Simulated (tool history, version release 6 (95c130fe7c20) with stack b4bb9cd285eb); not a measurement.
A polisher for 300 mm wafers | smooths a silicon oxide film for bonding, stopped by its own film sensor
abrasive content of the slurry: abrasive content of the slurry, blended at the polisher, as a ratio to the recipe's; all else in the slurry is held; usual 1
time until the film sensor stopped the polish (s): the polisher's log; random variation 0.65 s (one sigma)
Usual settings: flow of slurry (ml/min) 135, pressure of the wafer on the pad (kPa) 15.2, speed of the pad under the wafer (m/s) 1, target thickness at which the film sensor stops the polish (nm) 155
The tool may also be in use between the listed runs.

run,hour,flow of slurry (ml/min),pressure of the wafer on the pad (kPa),speed of the pad under the wafer (m/s),abrasive content of the slurry,target thickness at which the film sensor stops the polish (nm),wafers since the last listed run,wafers polished on this pad,hours since the slurry nozzle was cleaned,hours since the head pressure was calibrated,hours since the slurry blender was calibrated,"incoming thickness of the incoming film, nm",time until the film sensor stopped the polish (s)
1,0,135,11,1,1,155,0,877,268,663.8,185.5,188.3,50.3
# hour 2.4: head pressure recalibrated
# hour 19.9: slurry nozzle cleaned
2,26.4,135,15.2,1,1,159,195,1072,6.5,24,211.9,187.6,34.9
3,46.1,135,15.2,1,1,159,164,1236,26.2,43.7,231.6,191.5,39
4,68.4,135,15.2,1,1,159,185,1422,48.5,66,253.9,188.6,36.7
# hour 88.6: slurry blender recalibrated
5,93.7,160,15.2,1,1.2,155,194,1616,73.8,91.3,5.1,189.6,38.9
6,112.2,135,15.2,1.22,1,155,154,1771,92.3,109.8,23.6,193.2,40.5
7,134,135,18.6,1,1.1,155,181,1952,114.1,131.6,45.4,192.1,36.4
8,162.7,135,15.2,1,1.15,155,239,2192,142.8,160.3,74.1,191.7,42.5
# hour 177.2: worn pad replaced by a new one
9,185.4,135,20,1,1,155,155,68,165.5,183,96.8,191.6,35.3
# hour 188.6: head pressure recalibrated, repeated, since the last time left the tool worse
10,213.2,135,15.2,1,1,155,215,283,193.3,24.6,124.6,192.8,41.6
11,233.5,135,15.2,1,1,155,169,452,213.6,44.9,144.9,190.4,38.4
12,274,135,15.2,1,1,155,337,790,254.1,85.4,185.4,191,39.8
13,296.6,135,12.4,1,1,155,188,978,276.7,108,208,187.5,42.1
14,330.7,135,15.2,1.22,0.7,155,284,1263,310.8,142.1,242.1,189.8,38.8
# hour 345.4: slurry nozzle cleaned
15,361.9,135,11,1.1,1,151,251,1515,16.5,173.3,273.3,189.4,53.1
16,374.6,170,15.2,1,0.85,155,105,1621,29.2,186,286,189.8,40.1
# hour 389.6: slurry blender recalibrated
17,395.7,120,15.2,1,1.2,155,159,1780,50.3,207.1,6.1,189.7,36.3
# hour 400.7: worn pad replaced by a new one
18,422.5,135,15.2,1.22,1,155,190,181,77.1,233.9,32.9,190.2,33.6
19,436.6,135,15.2,1,1,159,117,299,91.2,248,47,187.3,31.1
20,463.7,110,20,1,1,155,225,525,118.3,275.1,74.1,190.2,31.5
21,482.1,135,15.2,0.74,1,155,153,678,136.7,293.5,92.5,189.3,49.2
22,496.1,155,15.2,1,0.85,155,116,795,150.7,307.5,106.5,187.1,39.3
23,518,115,15.2,0.84,0.75,166,182,977,172.6,329.4,128.4,188.4,34.6
24,535.1,135,11,1.22,1,155,142,1120,189.7,346.5,145.5,190.4,47.9
25,562.4,90,15.2,1,0.75,155,227,1348,217,373.8,172.8,188.2,48.6
26,584.4,135,15.2,1,1,155,183,1531,239,395.8,194.8,186.2,35.4
# hour 614.6: worn pad replaced by a new one
27,615.1,115,15.2,0.84,0.75,166,222,4,269.7,426.5,225.5,189.4,37.1
28,630.8,135,12.4,1,0.7,155,130,135,285.4,442.2,241.2,189.2,58.3
# hour 670.1: slurry nozzle cleaned
29,681.1,90,15.2,1,1,155,411,546,11,492.5,291.5,186.4,39.4

5 ways to go on from here, each from the tool as it stands after run 29. What would each give?
A,681.5,135,15.2,1,1,155,3,549,11.4,492.9,291.9,193.1,?
B,681.5,100,9.7,1,1,155,3,549,11.4,492.9,291.9,193.1,?
C,681.5,135,15.2,1,0.7,155,3,549,11.4,492.9,291.9,193.1,?
D,681.5,150,15.2,1,1,155,3,549,11.4,492.9,291.9,193.1,?
E,681.5,135,15.2,1,1,164,3,549,11.4,492.9,291.9,193.1,?

run,time until the film sensor stopped the polish (s)
A,42.4
B,71.6
C,51.2
D,41.5
E,32.4
Without the tool's hidden state the same runs would have given:
run,time until the film sensor stopped the polish (s)
A,39.6
B,67
C,47.8
D,38.8
E,30.3

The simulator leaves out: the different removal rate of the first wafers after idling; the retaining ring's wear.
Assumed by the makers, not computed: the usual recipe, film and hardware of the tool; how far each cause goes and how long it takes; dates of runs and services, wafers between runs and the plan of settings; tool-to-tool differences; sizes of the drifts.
